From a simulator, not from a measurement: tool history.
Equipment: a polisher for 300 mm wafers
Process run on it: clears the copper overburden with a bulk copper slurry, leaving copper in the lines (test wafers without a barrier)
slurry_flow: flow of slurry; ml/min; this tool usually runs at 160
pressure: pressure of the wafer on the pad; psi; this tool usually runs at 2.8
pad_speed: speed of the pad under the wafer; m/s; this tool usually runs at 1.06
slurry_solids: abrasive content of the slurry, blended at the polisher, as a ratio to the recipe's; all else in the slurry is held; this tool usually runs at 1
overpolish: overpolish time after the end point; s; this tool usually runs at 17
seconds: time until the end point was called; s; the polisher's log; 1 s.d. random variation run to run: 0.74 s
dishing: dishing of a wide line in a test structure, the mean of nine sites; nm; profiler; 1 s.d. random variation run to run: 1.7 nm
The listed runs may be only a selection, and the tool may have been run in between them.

run	day	slurry_flow	pressure	pad_speed	slurry_solids	overpolish	incoming thickness of the incoming film, nm	seconds	dishing
1	0	160	2.8	1.06	1	17	852.7	87.7	87.1
2	1.404	160	2.8	1.06	1	17	856.9	88.7	86.4
3	2.838	160	3.1	1.06	1.2	17	864.5	79.6	97.7
4	5.521	160	3.1	1.06	1.2	17	865.9	78	96.6
5	6.879	160	3.1	1.06	1.2	17	851	77.5	96.2
# day 7.175: slurry blender recalibrated
6	8.983	160	2.8	1.06	1	17	860.9	90.4	84.9
# day 9.804: worn pad replaced by a new one
7	13.217	160	2.8	1.06	1	17	869.3	89.8	89.5
8	15.867	160	2.8	1.06	1	17	852.9	89.3	86.1
9	17.35	160	2.8	1.06	1	17	841.8	88.6	86.9
# day 18.708: slurry blender recalibrated
10	19.4	160	2.8	1.06	1	17	865.5	89.2	87
# day 20.321: worn pad replaced by a new one
11	21.408	160	2.8	1.06	1	17	847.3	89.7	88.3
12	23.279	160	2.8	1.06	1	17	856.8	90.2	86
# day 24.438: slurry nozzle cleaned
13	25.692	160	2.8	1.06	1	17	862.2	86.6	87.3
14	28.562	160	2.5	1.36	1	22	849.4	74.9	106.3
# day 29.267: slurry blender recalibrated
15	30.842	160	2.8	1.06	1	17	859.3	87.4	85.9
# day 31.462: worn pad replaced by a new one
16	33.042	160	2.8	1.06	0.8	17	857.6	93	85.8
17	34.325	160	2.8	1.06	0.75	17	849.6	91.1	83.6
18	41.042	160	2.8	1.06	1	17	848	87.5	87.4

For run 19, what comes out?
# day 42.25: slurry blender recalibrated
19	43.729	160	2.8	1.06	1	17	855.8	?	?

seconds: 88.2 s
dishing: 84.9 nm
If the tool had no hidden condition, the same run with the same run-to-run variation would have returned seconds 85.6 s, dishing 86.6 nm.
